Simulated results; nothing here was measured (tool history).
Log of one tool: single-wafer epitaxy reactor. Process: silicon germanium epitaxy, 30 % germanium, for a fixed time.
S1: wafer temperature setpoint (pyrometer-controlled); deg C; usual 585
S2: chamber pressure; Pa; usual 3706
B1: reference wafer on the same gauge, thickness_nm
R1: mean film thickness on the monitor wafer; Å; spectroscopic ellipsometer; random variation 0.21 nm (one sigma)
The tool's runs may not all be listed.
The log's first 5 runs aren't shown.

run    hour   S1    S2      B1      R1
  6   318.8  585  3706  67.312  590.97
  7   438.2  585  3706  67.449  588.08
  8     500  585  3053  67.563  558.87
  9   533.8  585  3053  67.481  561.15
 10   568.9  581  4066   67.59  572.34
 11   624.6  581  4066  67.681  569.26
      681.9  -- pyrometer calibrated
 12   695.1  581  4066  67.687  571.84
 13   736.2  585  3706  67.821  594.61
 14   773.1  590  3706  67.876  641.12
 15   800.9  575  3706  67.921   501.9
 16   847.7  575  3706   68.04   501.6
 17     905  575  3706  68.081  504.28
 18     971  572  4213  68.206  497.45
 19  1035.7  596  4120  68.314  743.42
 20  1105.8  585  3706  68.455  600.92
 21  1163.7  585  3706  68.601  602.55
 22  1231.6  585  3706  68.761  601.61
 23  1277.4  592  3706  68.859  678.59
     1341.8  -- capacitance manometer re-zeroed and calibrated
 24  1342.3  591  2840  69.008  618.45

The next listed run, before its measurement:
 25  1389.8  598  3706   ?   ?

Run 25 gave B1 69.219, R1 748.39 Å.
Without the tool's hidden state the same run would have given R1 724.64 Å.
